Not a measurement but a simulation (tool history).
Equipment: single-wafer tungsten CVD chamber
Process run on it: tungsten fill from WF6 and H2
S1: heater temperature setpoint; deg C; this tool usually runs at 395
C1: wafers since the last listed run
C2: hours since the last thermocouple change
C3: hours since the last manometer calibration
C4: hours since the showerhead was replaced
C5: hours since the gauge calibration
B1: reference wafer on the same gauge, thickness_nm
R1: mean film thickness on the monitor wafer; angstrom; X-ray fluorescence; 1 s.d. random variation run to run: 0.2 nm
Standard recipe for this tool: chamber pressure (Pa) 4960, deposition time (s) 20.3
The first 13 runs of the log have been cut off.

run 14 hour=347.7 | S1=380 chamber_pressure_(Pa)=4506 deposition_time_(s)=21.6 | C1=807 C2=20.0 C3=1762.8 C4=27.7 C5=242.9 | B1=49.971 | R1=395.31
run 15 hour=381.0 | S1=395 chamber_pressure_(Pa)=4960 deposition_time_(s)=20.3 | C1=1379 C2=53.3 C3=1796.1 C4=61.0 C5=276.2 | B1=49.897 | R1=541.09
run 16 hour=407.0 | S1=395 chamber_pressure_(Pa)=4960 deposition_time_(s)=17.9 | C1=1076 C2=79.3 C3=1822.1 C4=87.0 C5=302.2 | B1=49.881 | R1=477.26
run 17 hour=429.6 | S1=383 chamber_pressure_(Pa)=3973 deposition_time_(s)=21.3 | C1=936 C2=101.9 C3=1844.7 C4=109.6 C5=324.8 | B1=49.897 | R1=391.36
run 18 hour=447.9 | S1=395 chamber_pressure_(Pa)=4960 deposition_time_(s)=20.3 | C1=758 C2=120.2 C3=1863.0 C4=127.9 C5=343.1 | B1=49.939 | R1=546.15
-- hour=465.3 capacitance manometer re-zeroed and calibrated
run 19 hour=467.6 | S1=391 chamber_pressure_(Pa)=4960 deposition_time_(s)=17.0 | C1=484 C2=139.9 C3=2.3 C4=147.6 C5=362.8 | B1=49.926 | R1=404.05
run 20 hour=496.7 | S1=390 chamber_pressure_(Pa)=4400 deposition_time_(s)=20.3 | C1=1205 C2=169.0 C3=31.4 C4=176.7 C5=391.9 | B1=50.008 | R1=438.64
run 21 hour=525.8 | S1=386 chamber_pressure_(Pa)=5546 deposition_time_(s)=18.8 | C1=1205 C2=198.1 C3=60.5 C4=205.8 C5=421.0 | B1=49.867 | R1=421.24
run 22 hour=540.4 | S1=391 chamber_pressure_(Pa)=4960 deposition_time_(s)=17.0 | C1=604 C2=212.7 C3=75.1 C4=220.4 C5=435.6 | B1=49.904 | R1=401.89
run 23 hour=564.0 | S1=395 chamber_pressure_(Pa)=4960 deposition_time_(s)=20.3 | C1=977 C2=236.3 C3=98.7 C4=244.0 C5=459.2 | B1=49.950 | R1=524.54
run 24 hour=595.0 | S1=395 chamber_pressure_(Pa)=5386 deposition_time_(s)=16.9 | C1=1284 C2=267.3 C3=129.7 C4=275.0 C5=490.2 | B1=49.926 | R1=458.47
run 25 hour=619.7 | S1=395 chamber_pressure_(Pa)=4960 deposition_time_(s)=20.3 | C1=1023 C2=292.0 C3=154.4 C4=299.7 C5=514.9 | B1=49.859 | R1=521.01
run 26 hour=641.7 | S1=402 chamber_pressure_(Pa)=4960 deposition_time_(s)=21.6 | C1=911 C2=314.0 C3=176.4 C4=321.7 C5=536.9 | B1=49.944 | R1=644.04
run 27 hour=664.8 | S1=395 chamber_pressure_(Pa)=6093 deposition_time_(s)=23.8 | C1=956 C2=337.1 C3=199.5 C4=344.8 C5=560.0 | B1=49.848 | R1=685.45
run 28 hour=690.6 | S1=395 chamber_pressure_(Pa)=4960 deposition_time_(s)=20.3 | C1=1068 C2=362.9 C3=225.3 C4=370.6 C5=585.8 | B1=49.858 | R1=524.94
run 29 hour=716.5 | S1=395 chamber_pressure_(Pa)=4960 deposition_time_(s)=20.3 | C1=1072 C2=388.8 C3=251.2 C4=396.5 C5=611.7 | B1=49.767 | R1=523.07
run 30 hour=743.3 | S1=388 chamber_pressure_(Pa)=4213 deposition_time_(s)=16.9 | C1=1110 C2=415.6 C3=278.0 C4=423.3 C5=638.5 | B1=50.006 | R1=341.11
run 31 hour=756.9 | S1=395 chamber_pressure_(Pa)=4960 deposition_time_(s)=20.3 | C1=563 C2=429.2 C3=291.6 C4=436.9 C5=652.1 | B1=49.936 | R1=522.15
run 32 hour=788.6 | S1=390 chamber_pressure_(Pa)=5600 deposition_time_(s)=23.1 | C1=1313 C2=460.9 C3=323.3 C4=468.6 C5=683.8 | B1=49.932 | R1=572.04
run 33 hour=823.1 | S1=395 chamber_pressure_(Pa)=5746 deposition_time_(s)=21.5 | C1=1429 C2=495.4 C3=357.8 C4=503.1 C5=718.3 | B1=49.999 | R1=602.28

Here are 5 independent what-if runs from the current tool condition. What would each one return?
run A hour=823.5 | S1=395 chamber_pressure_(Pa)=4960 deposition_time_(s)=20.3 | C1=16 C2=495.8 C3=358.2 C4=503.5 C5=718.7 | B1=? | R1=?
run B hour=823.5 | S1=389 chamber_pressure_(Pa)=5466 deposition_time_(s)=20.3 | C1=16 C2=495.8 C3=358.2 C4=503.5 C5=718.7 | B1=? | R1=?
run C hour=823.5 | S1=388 chamber_pressure_(Pa)=5400 deposition_time_(s)=20.3 | C1=16 C2=495.8 C3=358.2 C4=503.5 C5=718.7 | B1=? | R1=?
run D hour=823.5 | S1=401 chamber_pressure_(Pa)=6013 deposition_time_(s)=23.5 | C1=16 C2=495.8 C3=358.2 C4=503.5 C5=718.7 | B1=? | R1=?
run E hour=823.5 | S1=395 chamber_pressure_(Pa)=4960 deposition_time_(s)=18.8 | C1=16 C2=495.8 C3=358.2 C4=503.5 C5=718.7 | B1=? | R1=?

run=A B1=49.848 R1=527.64
run=B B1=49.848 R1=488.66
run=C B1=49.848 R1=475.01
run=D B1=49.848 R1=764.24
run=E B1=49.848 R1=488.49
Without the tool's hidden state the same runs would have given:
run=A R1=522.00
run=B R1=483.55
run=C R1=470.04
run=D R1=756.23
run=E R1=483.27
